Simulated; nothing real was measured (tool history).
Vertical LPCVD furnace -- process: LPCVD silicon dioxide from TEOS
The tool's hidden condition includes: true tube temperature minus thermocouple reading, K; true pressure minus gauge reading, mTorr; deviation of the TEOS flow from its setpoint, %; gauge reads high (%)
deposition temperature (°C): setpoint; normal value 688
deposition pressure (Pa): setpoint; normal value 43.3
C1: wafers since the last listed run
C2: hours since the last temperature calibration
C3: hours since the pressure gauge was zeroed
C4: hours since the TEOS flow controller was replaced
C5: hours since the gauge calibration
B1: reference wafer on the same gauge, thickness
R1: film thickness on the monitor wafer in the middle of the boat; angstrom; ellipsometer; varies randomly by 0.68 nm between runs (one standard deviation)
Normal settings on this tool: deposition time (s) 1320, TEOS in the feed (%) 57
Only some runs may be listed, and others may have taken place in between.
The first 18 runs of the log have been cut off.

{"day": 59.912, "done": "thermocouples replaced and temperature profile calibrated"}
{"run": 19, "day": 60.471, "deposition temperature (°C)": 694, "deposition pressure (Pa)": 37.3, "deposition time (s)": 1650, "TEOS in the feed (%)": 66, "C1": 898, "C2": 13.4, "C3": 4198.1, "C4": 116.9, "C5": 718.2, "B1": 102.02, "R1": 1724.7}
{"run": 20, "day": 63.262, "deposition temperature (°C)": 688, "deposition pressure (Pa)": 43.3, "deposition time (s)": 1320, "TEOS in the feed (%)": 57, "C1": 719, "C2": 80.4, "C3": 4265.1, "C4": 183.9, "C5": 785.2, "B1": 102.02, "R1": 1219.1}
{"day": 67.896, "done": "pressure gauge zeroed"}
{"run": 21, "day": 67.917, "deposition temperature (°C)": 688, "deposition pressure (Pa)": 43.3, "deposition time (s)": 1320, "TEOS in the feed (%)": 57, "C1": 941, "C2": 192.1, "C3": 0.5, "C4": 295.6, "C5": 896.9, "B1": 101.89, "R1": 1196.9}
{"run": 22, "day": 70.608, "deposition temperature (°C)": 688, "deposition pressure (Pa)": 49.3, "deposition time (s)": 840, "TEOS in the feed (%)": 49, "C1": 693, "C2": 256.7, "C3": 65.1, "C4": 360.2, "C5": 961.5, "B1": 102.11, "R1": 754.2}
{"run": 23, "day": 72.758, "deposition temperature (°C)": 676, "deposition pressure (Pa)": 43.3, "deposition time (s)": 1320, "TEOS in the feed (%)": 57, "C1": 554, "C2": 308.3, "C3": 116.7, "C4": 411.8, "C5": 1013.1, "B1": 102.12, "R1": 901.1}
{"run": 24, "day": 74.9, "deposition temperature (°C)": 695, "deposition pressure (Pa)": 43.3, "deposition time (s)": 990, "TEOS in the feed (%)": 63, "C1": 551, "C2": 359.7, "C3": 168.1, "C4": 463.2, "C5": 1064.5, "B1": 101.86, "R1": 1121.9}
{"run": 25, "day": 76.771, "deposition temperature (°C)": 688, "deposition pressure (Pa)": 43.3, "deposition time (s)": 1650, "TEOS in the feed (%)": 63, "C1": 482, "C2": 404.6, "C3": 213, "C4": 508.1, "C5": 1109.4, "B1": 101.73, "R1": 1608.9}
{"run": 26, "day": 78.804, "deposition temperature (°C)": 688, "deposition pressure (Pa)": 43.3, "deposition time (s)": 1320, "TEOS in the feed (%)": 57, "C1": 524, "C2": 453.4, "C3": 261.8, "C4": 556.9, "C5": 1158.2, "B1": 101.98, "R1": 1215.1}
{"run": 27, "day": 82.071, "deposition temperature (°C)": 684, "deposition pressure (Pa)": 48, "deposition time (s)": 960, "TEOS in the feed (%)": 61, "C1": 841, "C2": 531.8, "C3": 340.2, "C4": 635.3, "C5": 1236.6, "B1": 101.82, "R1": 869.9}
{"run": 28, "day": 86.546, "deposition temperature (°C)": 688, "deposition pressure (Pa)": 43.3, "deposition time (s)": 1320, "TEOS in the feed (%)": 57, "C1": 1153, "C2": 639.2, "C3": 447.6, "C4": 742.7, "C5": 1344, "B1": 102.1, "R1": 1215.4}
{"run": 29, "day": 89.342, "deposition temperature (°C)": 688, "deposition pressure (Pa)": 43.3, "deposition time (s)": 1320, "TEOS in the feed (%)": 60, "C1": 720, "C2": 706.3, "C3": 514.7, "C4": 809.8, "C5": 1411.1, "B1": 101.9, "R1": 1252}

Estimate the outcome of run 30 from the log above:
{"run": 30, "day": 91.829, "deposition temperature (°C)": 688, "deposition pressure (Pa)": 43.3, "deposition time (s)": 1320, "TEOS in the feed (%)": 57, "C1": 641, "C2": 766, "C3": 574.4, "C4": 869.5, "C5": 1470.8, "B1": "?", "R1": "?"}

{"run 30": {"B1": 101.79, "R1": 1209}}
With the hidden condition absent and the run-to-run variation left alone, this run would have shown R1 1180.3 angstrom.

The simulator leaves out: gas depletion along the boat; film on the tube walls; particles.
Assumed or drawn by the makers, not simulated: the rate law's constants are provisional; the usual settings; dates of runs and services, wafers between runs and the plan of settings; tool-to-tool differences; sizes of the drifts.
